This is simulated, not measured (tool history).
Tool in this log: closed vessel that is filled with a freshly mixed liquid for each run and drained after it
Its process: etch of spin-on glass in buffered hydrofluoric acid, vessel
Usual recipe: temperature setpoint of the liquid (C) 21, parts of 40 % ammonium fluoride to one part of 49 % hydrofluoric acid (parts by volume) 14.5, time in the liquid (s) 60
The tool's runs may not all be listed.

| run | hour | temperature setpoint of the liquid (C) | parts of 40 % ammonium fluoride to one part of 49 % hydrofluoric acid (parts by volume) | time in the liquid (s) | wafers since the last listed run | hours since the thermometer was replaced | hours since the hydrofluoric acid flow meter was replaced | hours since the gauge calibration | read-back film thickness of the spin-on glass reference wafer, read on the same gauge (nm) | thickness taken off the spin-on glass on a monitor wafer (angstrom) |
|---|---|---|---|---|---|---|---|---|---|---|
| 1 | 0 | 21 | 14.5 | 75 | 0 | 2318 | 2553.6 | 940.8 | 130.01 | 1060.6 |
| 2 | 35.3 | 21 | 14.5 | 75 | 3366 | 2353.3 | 2588.9 | 976.1 | 130 | 1062.1 |
| 3 | 52.5 | 21 | 14.5 | 60 | 1640 | 2370.5 | 2606.1 | 993.3 | 129.99 | 859.7 |
| 4 | 77.5 | 21 | 14.5 | 60 | 2383 | 2395.5 | 2631.1 | 1018.3 | 129.99 | 856.7 |
| 5 | 91.7 | 21 | 14.5 | 60 | 1354 | 2409.7 | 2645.3 | 1032.5 | 130.01 | 838.6 |
| 6 | 108.6 | 21 | 14.5 | 60 | 1611 | 2426.6 | 2662.2 | 1049.4 | 130.01 | 860.2 |
|  | 110.2 | hydrofluoric acid flow meter replaced |
|  | 112.3 | gauge calibrated |
|  | 118.9 | thermometer replaced |
| 7 | 121.4 | 21 | 14.5 | 60 | 1029 | 2.5 | 11.2 | 9.1 | 130 | 760.7 |
| 8 | 145.1 | 21 | 14.5 | 60 | 2259 | 26.2 | 34.9 | 32.8 | 129.99 | 767.4 |
| 9 | 166.1 | 21 | 14.5 | 60 | 2002 | 47.2 | 55.9 | 53.8 | 130 | 762.8 |
| 10 | 192.6 | 25.5 | 18 | 30 | 2526 | 73.7 | 82.4 | 80.3 | 130 | 394.1 |
| 11 | 212.1 | 25.5 | 16.5 | 35 | 1859 | 93.2 | 101.9 | 99.8 | 130 | 509 |
| 12 | 318 | 21 | 14.5 | 60 | 10098 | 199.1 | 207.8 | 205.7 | 130.01 | 783.7 |
| 13 | 353.7 | 19.5 | 19.5 | 50 | 3404 | 234.8 | 243.5 | 241.4 | 130.01 | 442.6 |
| 14 | 434.8 | 21 | 14.5 | 60 | 7733 | 315.9 | 324.6 | 322.5 | 129.98 | 770.1 |
| 15 | 467.8 | 21 | 9.5 | 60 | 3146 | 348.9 | 357.6 | 355.5 | 130 | 1127 |
| 16 | 491.7 | 21 | 14.5 | 60 | 2279 | 372.8 | 381.5 | 379.4 | 129.98 | 768.3 |
| 17 | 515 | 21 | 14.5 | 60 | 2221 | 396.1 | 404.8 | 402.7 | 130 | 782.9 |
| 18 | 544.9 | 26 | 14.5 | 60 | 2851 | 426 | 434.7 | 432.6 | 130 | 1032.7 |
| 19 | 599.2 | 21 | 14.5 | 60 | 5177 | 480.3 | 489 | 486.9 | 129.98 | 774.5 |
| 20 | 614 | 24.5 | 14.5 | 60 | 1411 | 495.1 | 503.8 | 501.7 | 129.99 | 956.9 |
| 21 | 635.2 | 21 | 18 | 60 | 2021 | 516.3 | 525 | 522.9 | 130.03 | 637.7 |
| 22 | 648.3 | 24 | 10.5 | 90 | 1249 | 529.4 | 538.1 | 536 | 130 | 1929.9 |
| 23 | 681.3 | 17 | 16.5 | 90 | 3146 | 562.4 | 571.1 | 569 | 129.99 | 826.5 |
| 24 | 712.1 | 21 | 16.5 | 45 | 2937 | 593.2 | 601.9 | 599.8 | 129.99 | 528 |
| 25 | 733.9 | 24.5 | 14.5 | 60 | 2078 | 615 | 623.7 | 621.6 | 129.99 | 966 |
| 26 | 761 | 21 | 17 | 60 | 2584 | 642.1 | 650.8 | 648.7 | 130 | 689.6 |
| 27 | 781.3 | 21 | 14.5 | 30 | 1935 | 662.4 | 671.1 | 669 | 130 | 397.2 |
| 28 | 801.3 | 21 | 14.5 | 60 | 1907 | 682.4 | 691.1 | 689 | 130 | 786.5 |
| 29 | 834.3 | 21 | 14.5 | 60 | 3146 | 715.4 | 724.1 | 722 | 130 | 780 |
| 30 | 875.5 | 18.5 | 9 | 35 | 3928 | 756.6 | 765.3 | 763.2 | 130.01 | 622.4 |
| 31 | 894.6 | 21 | 14.5 | 60 | 1821 | 775.7 | 784.4 | 782.3 | 130 | 794.5 |
| 32 | 929 | 21 | 14.5 | 60 | 3280 | 810.1 | 818.8 | 816.7 | 129.99 | 803.2 |

Branching from run 32: 5 alternative next runs. What would each branch give?
| A | 929.7 | 21 | 14.5 | 60 | 66 | 810.8 | 819.5 | 817.4 | ? | ? |
| B | 929.7 | 23 | 12 | 85 | 66 | 810.8 | 819.5 | 817.4 | ? | ? |
| C | 929.7 | 25.5 | 11 | 85 | 66 | 810.8 | 819.5 | 817.4 | ? | ? |
| D | 929.7 | 17 | 14.5 | 60 | 66 | 810.8 | 819.5 | 817.4 | ? | ? |
| E | 929.7 | 18.5 | 19.5 | 60 | 66 | 810.8 | 819.5 | 817.4 | ? | ? |

| run | read-back film thickness of the spin-on glass reference wafer, read on the same gauge (nm) | thickness taken off the spin-on glass on a monitor wafer (angstrom) |
|---|---|---|
| A | 129.99 | 805.5 |
| B | 129.99 | 1534 |
| C | 129.99 | 1913.2 |
| D | 129.99 | 642.8 |
| E | 129.99 | 522.9 |
With no hidden state in the tool, these same runs would have given:
| run | thickness taken off the spin-on glass on a monitor wafer (angstrom) |
|---|---|
| A | 756.3 |
| B | 1440.6 |
| C | 1797.1 |
| D | 603.5 |
| E | 490.7 |
